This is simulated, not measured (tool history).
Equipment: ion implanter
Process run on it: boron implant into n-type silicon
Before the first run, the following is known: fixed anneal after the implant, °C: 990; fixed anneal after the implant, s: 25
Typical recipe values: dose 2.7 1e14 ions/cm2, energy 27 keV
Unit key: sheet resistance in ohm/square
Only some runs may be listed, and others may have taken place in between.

run	hour	dose	energy	wafers since the last listed run	hours since the last dose calibration	hours since the extraction supply was calibrated	hours since the gauge calibration	read-back reference wafer on the same gauge, sheet resistance	sheet resistance
1	0	2.7	33.5	0	54.5	5830	237.5	346.2	374.15
2	63.8	2.7	27	1334	118.3	5893.8	301.3	346.24	386.81
3	117.7	2.19	31.5	1127	172.2	5947.7	355.2	346	439.32
4	163.4	2.19	31.5	956	217.9	5993.4	400.9	346.45	439.98
5	194.7	2.32	27	654	249.2	6024.7	432.2	345.8	426.53
6	221.9	2.32	27	569	276.4	6051.9	459.4	346.04	426.45
7	380.3	2.7	27	3314	434.8	6210.3	617.8	346.44	372.49
8	431.6	2.7	27	1073	486.1	6261.6	669.1	346	368.46
9	467.6	2.32	27	753	522.1	6297.6	705.1	345.98	417.06
# hour 495.3: Faraday cup replaced and dose calibrated
10	500.7	2.1	33	525	5.4	6330.7	738.2	345.78	448.45
11	527.8	3.47	22.5	567	32.5	6357.8	765.3	345.85	321.38
# hour 567: extraction supply calibrated
12	573.2	2.04	32	782	77.9	6.2	810.7	346.14	464.07
# hour 573.5: gauge calibrated
13	647.6	3.07	35	1556	152.3	80.6	74.1	346.29	336.48
14	733.4	3.47	23.5	1795	238.1	166.4	159.9	345.93	316.42
15	804	3.1	20	1477	308.7	237	230.5	345.76	348.36
16	844.9	3.04	35	855	349.6	277.9	271.4	345.83	332.94
17	883.7	2.7	27	811	388.4	316.7	310.2	345.94	376.7

How the hidden state differs across the entries between the runs, from the last listed run before each to the first after it:
Logged between run 9 and run 10: Faraday cup replaced and dose calibrated (hour 495.3)
  deviation of the true dose from the Faraday cup's reading, %: 4.69 -> 0.316
  measured minus no-state result, sheet resistance: -14.79 -> -1.04 ohm/square
Logged between run 11 and run 12: extraction supply calibrated (hour 567)
  deviation of the true dose from the Faraday cup's reading, %: 0.335 -> 0.428
  measured minus no-state result, sheet resistance: -0.85 -> -1.46 ohm/square
Logged between run 12 and run 13: gauge calibrated (hour 573.5)
  deviation of the true dose from the Faraday cup's reading, %: 0.428 -> 0.746
  measured minus no-state result, sheet resistance: -1.46 -> -1.9 ohm/square
